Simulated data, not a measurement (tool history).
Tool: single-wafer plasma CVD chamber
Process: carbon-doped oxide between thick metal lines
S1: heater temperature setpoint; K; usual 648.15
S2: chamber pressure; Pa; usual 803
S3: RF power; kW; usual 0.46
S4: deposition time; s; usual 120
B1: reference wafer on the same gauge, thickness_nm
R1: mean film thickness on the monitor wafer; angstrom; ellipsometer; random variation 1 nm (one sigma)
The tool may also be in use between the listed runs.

Run 1, hour 0: usual settings; B1 559.888. Result: R1 5135.35 angstrom.
Run 2, hour 7.8: usual settings; B1 560.152. Result: R1 5126.24 angstrom.
Run 3, hour 23.2: usual settings; B1 560.27. Result: R1 5136.88 angstrom.
Run 4, hour 37.8: usual settings but S2 893 Pa, S4 126 s; B1 560.322. Result: R1 5423.99 angstrom.
Run 5, hour 70: usual settings; B1 559.729. Result: R1 5112.09 angstrom.
Run 6, hour 77.1: usual settings; B1 560.391. Result: R1 5120.66 angstrom.
Run 7, hour 85.3: usual settings; B1 559.922. Result: R1 5110.51 angstrom.
Run 8, hour 95.3: usual settings but S2 697 Pa, S4 135 s; B1 559.743. Result: R1 5701.05 angstrom.
At hour 115.3: showerhead replaced.
Run 9, hour 115.8: usual settings but S2 697 Pa, S4 135 s; B1 560.369. Result: R1 5702.48 angstrom.
Run 10, hour 123.3: usual settings; B1 560.069. Result: R1 5112.14 angstrom.
Run 11, hour 134.9: usual settings; B1 560.265. Result: R1 5094.86 angstrom.
Run 12, hour 141.5: usual settings; B1 560.136. Result: R1 5112.17 angstrom.
At hour 151.6: capacitance manometer re-zeroed and calibrated.
Run 13, hour 152.1: usual settings but S2 879 Pa; B1 560.068. Result: R1 5133.97 angstrom.
Run 14, hour 161.5: usual settings but S1 634.15 K, S2 647 Pa, S3 0.545 kW, S4 99 s; B1 560.051. Result: R1 4787.94 angstrom.
At hour 162.9: gauge calibrated.
Run 15, hour 170.3: usual settings but S1 659.15 K, S2 980 Pa; B1 559.835. Result: R1 5036.23 angstrom.
Run 16, hour 183.9: usual settings but S1 661.15 K; B1 560.232. Result: R1 4970.97 angstrom.
Run 17, hour 198.7: usual settings but S4 107 s; B1 559.974. Result: R1 4541.24 angstrom.
Run 18, hour 215.5: usual settings but S1 653.15 K, S3 0.395 kW; B1 559.857. Result: R1 4524.08 angstrom.
At hour 230.3: RF generator calibrated.
At hour 236.5: thermocouple changed; heater temperature recalibrated.
Run 19, hour 237: usual settings but S1 644.15 K; B1 559.705. Result: R1 5363.78 angstrom.
Run 20, hour 239.2: usual settings but S3 0.415 kW, S4 100 s; B1 560.28. Result: R1 4141.62 angstrom.
Run 21, hour 256.8: usual settings but S2 687 Pa; B1 559.999. Result: R1 5280.55 angstrom.
Run 22, hour 271.2: usual settings but S2 879 Pa; B1 560.187. Result: R1 5376.1 angstrom.
Run 23, hour 278.4: usual settings but S1 660.15 K, S2 717 Pa, S3 0.425 kW, S4 109 s; B1 559.932. Result: R1 4438.76 angstrom.
Run 24, hour 296: usual settings but S1 655.15 K; B1 560.241. Result: R1 5233.67 angstrom.
Run 25, hour 305.3: usual settings; B1 560.219. Result: R1 5304.72 angstrom.
Run 26, hour 312.3: usual settings but S2 697 Pa, S4 135 s; B1 559.961. Result: R1 5932.36 angstrom.
Run 27, hour 329.7: usual settings but S1 641.15 K, S3 0.38 kW, S4 140 s; B1 560.097. Result: R1 5520.08 angstrom.

4 ways to go on from here, each from the tool as it stands after run 27. What would each give?
Run A, hour 330.1: usual settings; B1 ?. Result: R1 ?.
Run B, hour 330.1: usual settings but S1 641.15 K, S2 677 Pa, S3 0.415 kW, S4 138 s; B1 ?. Result: R1 ?.
Run C, hour 330.1: usual settings but S1 644.15 K, S3 0.535 kW; B1 ?. Result: R1 ?.
Run D, hour 330.1: usual settings but S3 0.53 kW; B1 ?. Result: R1 ?.

run       B1       R1
  A  559.655  5342.03
  B  559.655  5744.39
  C  559.655   5903.3
  D  559.655  5817.42
Without the tool's hidden state the same runs would have given:
run       R1
  A  5407.33
  B  5821.64
  C  5970.16
  D  5883.31
